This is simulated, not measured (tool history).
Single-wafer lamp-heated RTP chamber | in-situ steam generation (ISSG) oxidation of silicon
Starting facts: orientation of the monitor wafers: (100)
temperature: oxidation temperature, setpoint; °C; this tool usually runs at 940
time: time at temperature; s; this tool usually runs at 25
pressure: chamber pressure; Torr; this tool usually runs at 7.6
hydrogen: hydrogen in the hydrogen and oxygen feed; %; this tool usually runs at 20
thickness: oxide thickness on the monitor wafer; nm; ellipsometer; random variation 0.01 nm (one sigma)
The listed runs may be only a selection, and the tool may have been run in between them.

run,day,temperature,time,pressure,hydrogen,wafers since the last listed run,wafers since the last pyrometer calibration,hours since the pressure gauge was zeroed,hours since the hydrogen flow controller was replaced,hours since the gauge calibration,"read-back reference wafer on the same gauge, thickness",thickness
1,0.000,940,25,7.6,20,0,4117,4072.6,3336.3,965.7,3.902,4.349
# day 1.429: pyrometer window cleaned and pyrometer calibrated
2,8.896,940,25,7.6,20,1674,1460,4286.1,3549.8,1179.2,3.901,4.339
3,11.733,940,20,7.6,20,554,2014,4354.2,3617.9,1247.3,3.900,3.962
4,13.083,940,25,7.6,20,264,2278,4386.6,3650.3,1279.7,3.902,4.345
5,14.988,940,21,7.6,20,372,2651,4432.3,3696.0,1325.4,3.898,4.029
6,16.738,940,21,7.6,20,342,2993,4474.3,3738.0,1367.4,3.899,4.042
7,19.346,940,21,7.6,20,510,3503,4536.9,3800.6,1430.0,3.896,4.037
# day 22.129: pyrometer window cleaned and pyrometer calibrated
8,22.192,940,25,7.6,20,491,12,4605.2,3868.9,1498.3,3.900,4.437
9,23.325,940,25,7.6,20,221,234,4632.4,3896.1,1525.5,3.903,4.424
10,24.708,940,25,8.6,11,270,504,4665.6,3929.3,1558.7,3.902,3.913
# day 25.633: gauge calibrated
# day 27.217: hydrogen flow controller replaced
11,27.238,945,33,9.0,13,429,934,4726.3,0.5,38.5,3.904,4.679
12,29.992,940,34,7.6,16,538,1472,4792.4,66.6,104.6,3.901,4.891
13,32.479,940,25,7.6,20,486,1959,4852.1,126.3,164.3,3.903,4.456
# day 33.779: pyrometer window cleaned and pyrometer calibrated, repeated, since the last time left the tool worse
# day 33.862: pressure gauge zeroed
14,34.267,940,28,7.6,12,268,79,9.7,169.2,207.2,3.895,4.057
15,42.529,958,25,6.9,24,1615,1695,208.0,367.5,405.5,3.899,4.784
16,44.271,940,25,7.6,20,340,2035,249.8,409.3,447.3,3.901,4.337
17,46.579,948,20,7.6,20,451,2487,305.2,464.7,502.7,3.899,4.045
18,48.612,923,16,8.3,15,397,2884,354.0,513.5,551.5,3.897,3.266
19,50.904,940,25,7.6,20,448,3333,409.0,568.5,606.5,3.901,4.334

4 ways to go on from here, each from the tool as it stands after run 19. What would each give?
A,50.921,940,25,7.6,20,3,3336,409.4,568.9,606.9,?,?
B,50.921,940,25,9.0,23,3,3336,409.4,568.9,606.9,?,?
C,50.921,923,25,7.6,16,3,3336,409.4,568.9,606.9,?,?
D,50.921,924,28,7.6,20,3,3336,409.4,568.9,606.9,?,?

run,"read-back reference wafer on the same gauge, thickness",thickness
A,3.901,4.341
B,3.901,4.446
C,3.901,3.931
D,3.901,4.337
Stripped of hidden state, with their random variation kept, the same runs would have yielded:
run,thickness
A,4.282
B,4.386
C,3.883
D,4.281
